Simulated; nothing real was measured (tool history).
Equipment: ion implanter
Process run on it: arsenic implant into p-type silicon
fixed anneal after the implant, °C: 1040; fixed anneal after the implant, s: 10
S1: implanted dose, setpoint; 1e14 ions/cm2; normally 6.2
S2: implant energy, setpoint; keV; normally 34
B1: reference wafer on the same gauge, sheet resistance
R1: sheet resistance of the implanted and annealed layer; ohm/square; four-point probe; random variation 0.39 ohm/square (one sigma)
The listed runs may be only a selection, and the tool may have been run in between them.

run 1 hour=0 | S1=6.2 S2=34 | B1=140.93 | R1=167.21
run 2 hour=42.1 | S1=6.2 S2=34 | B1=140.83 | R1=167.22
run 3 hour=86.3 | S1=6.2 S2=34 | B1=141.17 | R1=167.35
run 4 hour=135.2 | S1=6.2 S2=34 | B1=140.96 | R1=166.88
run 5 hour=182.4 | S1=6.88 S2=34 | B1=141.07 | R1=155.03
run 6 hour=251.6 | S1=6.88 S2=34 | B1=140.98 | R1=154.9
run 7 hour=307.8 | S1=6.88 S2=34 | B1=140.94 | R1=154.9
run 8 hour=379.8 | S1=6.2 S2=34 | B1=141.13 | R1=167.29
run 9 hour=591 | S1=6.2 S2=34 | B1=141.07 | R1=167.37
-- hour=662.8 extraction supply calibrated
run 10 hour=663.3 | S1=6.2 S2=34 | B1=141.05 | R1=167.28
run 11 hour=712.6 | S1=6.2 S2=34 | B1=141 | R1=166.35
run 12 hour=741.8 | S1=6.2 S2=34 | B1=141.05 | R1=166.71
run 13 hour=769.2 | S1=6.2 S2=34 | B1=140.94 | R1=167.18
-- hour=774.3 gauge calibrated
run 14 hour=814.4 | S1=6.2 S2=34 | B1=141.03 | R1=167.02
run 15 hour=873.3 | S1=6.2 S2=31.5 | B1=141.11 | R1=169.18
run 16 hour=912.3 | S1=6.2 S2=34 | B1=140.96 | R1=166.53
run 17 hour=972 | S1=6.2 S2=34 | B1=140.99 | R1=167.48
run 18 hour=1019.4 | S1=7.97 S2=45.5 | B1=141 | R1=132.29
-- hour=1074.1 Faraday cup replaced and dose calibrated
run 19 hour=1079 | S1=6.88 S2=34 | B1=140.94 | R1=157.25
run 20 hour=1113.1 | S1=6.2 S2=34 | B1=141.06 | R1=170.07
run 21 hour=1139.3 | S1=7.36 S2=37.5 | B1=140.97 | R1=147.96
run 22 hour=1197.7 | S1=8.06 S2=42 | B1=140.92 | R1=134.78
run 23 hour=1242.5 | S1=4.86 S2=26 | B1=141 | R1=211.82
run 24 hour=1295 | S1=4.64 S2=34 | B1=140.98 | R1=210.17
run 25 hour=1355.8 | S1=5.43 S2=34 | B1=140.98 | R1=186.52
run 26 hour=1389 | S1=6.2 S2=34 | B1=141.05 | R1=169.11
run 27 hour=1458 | S1=4.89 S2=25 | B1=140.93 | R1=211.65
run 28 hour=1520.7 | S1=7.41 S2=28 | B1=141.02 | R1=153.37
run 29 hour=1552.8 | S1=4.62 S2=39 | B1=141.06 | R1=205.83
run 30 hour=1576.9 | S1=5.21 S2=40.5 | B1=140.92 | R1=186.99
run 31 hour=1628.1 | S1=6.2 S2=27.5 | B1=140.93 | R1=173.75
run 32 hour=1677.5 | S1=6.2 S2=34 | B1=141.03 | R1=167.33
run 33 hour=1737.7 | S1=6.2 S2=34 | B1=141.02 | R1=167.59
-- hour=1764 gauge calibrated
run 34 hour=1770.9 | S1=7.08 S2=37 | B1=141.04 | R1=149.77
run 35 hour=1800.4 | S1=6.2 S2=26.5 | B1=140.9 | R1=174.37
run 36 hour=1840.6 | S1=6.75 S2=39.5 | B1=141.07 | R1=153.24

Difference, measured minus no-hidden-state, one row per run. Run-to-run variation is common to both terms; the gauge's own scatter need not be:
The hidden state here: deviation of the true dose from the Faraday cup's reading, %; deviation of the true energy from its setpoint, %; gauge reads high (%).
run=1 R1=-3.71
run=2 R1=-3.74
run=3 R1=-3.77
run=4 R1=-3.8
run=5 R1=-3.49
run=6 R1=-3.53
run=7 R1=-3.55
run=8 R1=-3.94
run=9 R1=-4.03
run=10 R1=-4.05
run=11 R1=-4.04
run=12 R1=-4.06
run=13 R1=-4.08
run=14 R1=-4.09
run=15 R1=-4.14
run=16 R1=-4.11
run=17 R1=-4.14
run=18 R1=-3.2
run=19 R1=-0.47
run=20 R1=-0.72
run=21 R1=-0.75
run=22 R1=-0.91
run=23 R1=-1.77
run=24 R1=-2.11
run=25 R1=-2.16
run=26 R1=-2.08
run=27 R1=-2.94
run=28 R1=-2.22
run=29 R1=-3.37
run=30 R1=-3.15
run=31 R1=-2.97
run=32 R1=-3.07
run=33 R1=-3.24
run=34 R1=-2.92
run=35 R1=-3.46
run=36 R1=-3.19

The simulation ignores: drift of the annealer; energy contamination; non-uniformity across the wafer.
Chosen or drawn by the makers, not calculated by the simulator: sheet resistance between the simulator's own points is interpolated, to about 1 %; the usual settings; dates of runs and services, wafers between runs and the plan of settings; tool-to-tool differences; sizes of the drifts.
